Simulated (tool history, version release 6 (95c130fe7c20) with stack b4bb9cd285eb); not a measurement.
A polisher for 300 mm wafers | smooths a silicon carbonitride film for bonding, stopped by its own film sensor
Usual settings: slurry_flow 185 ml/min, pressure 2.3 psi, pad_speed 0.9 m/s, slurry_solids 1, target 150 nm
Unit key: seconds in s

run     day  slurry_flow  pressure  pad_speed  slurry_solids  target  incoming thickness of the incoming film, nm  seconds
  1       0          185       2.3        0.9              1     150                                        170.6     69.4
  2     1.7          185       2.3        0.9              1     150                                        168.9       61
      2.696  -- worn pad replaced by a new one
  3   3.188          185       2.3        0.9           1.25     150                                          171     61.9
  4   3.771          185       2.3        0.9           1.25     150                                        169.2     57.1
  5   4.108          185       2.3        0.9           1.25     150                                        169.2     58.2
  6   5.617          185       1.8        0.9              1     150                                        173.1     91.6
      6.321  -- worn pad replaced by a new one
  7   6.342          185       1.8        0.9              1     150                                        172.5     91.4
  8   7.675          185       1.8        0.9              1     150                                        168.3     75.2
  9   8.008          185       2.3        0.9              1     150                                          171     73.4
 10   9.942          185       2.3        0.9              1     150                                        168.4     68.2
 11  10.529          185       2.3        0.9            0.8     150                                        171.6     84.5
     10.996  -- head pressure recalibrated
     11.046  -- worn pad replaced by a new one
 12  11.067          185       2.3        0.9            0.8     150                                          169     76.4
 13  11.529          185       2.3        0.9              1     150                                        171.8     81.8
 14  12.017          185       2.3        0.9            1.3     150                                          170     69.6
     12.733  -- slurry nozzle cleaned
 15  12.754          225       2.3       0.68              1     150                                        170.5     96.9
 16  13.312          140       1.6        0.9              1     150                                        169.1     99.4
     13.488  -- slurry blender recalibrated
 17  13.758          185       2.3        0.9            0.9     150                                        170.6     68.1
 18  14.192          150       2.7        0.9              1     150                                        172.5     68.3
 19  14.588          185       2.3        0.9              1     150                                        170.7     66.4
     15.046  -- worn pad replaced by a new one
 20  15.067          130       2.3        0.9              1     150                                        171.9     73.4
 21  15.183          245       2.3        0.9            0.7     150                                        168.7     65.4
 22  15.738          185       2.3        0.7              1     150                                        166.8     62.7
 23  16.329          185       2.3        0.9              1     150                                        170.1       64
 24  17.933          125       2.3        0.9              1     150                                        170.7     69.2
 25  18.521          185       1.5        0.9              1     144                                        172.5    123.6
 26  18.921          185       2.3        0.9           1.25     150                                        170.6     60.8

Consider 5 possible next runs. They are alternatives, not a sequence: every one starts from the tool as it was left by run 26. What does each give?
  A  18.938          185       2.3        0.9              1     150                                        168.3        ?
  B  18.938          215       2.3        0.9            0.8     150                                        168.3        ?
  C  18.938          235       2.3        0.9            0.9     150                                        168.3        ?
  D  18.938          205       1.6       0.76              1     150                                        168.3        ?
  E  18.938          185       2.7        0.9              1     150                                        168.3        ?

run  seconds
  A     59.8
  B     63.7
  C     60.5
  D     86.9
  E     53.1
With no hidden state in the tool, these same runs would have given:
run  seconds
  A     58.7
  B     62.4
  C     59.4
  D     85.3
  E     52.1
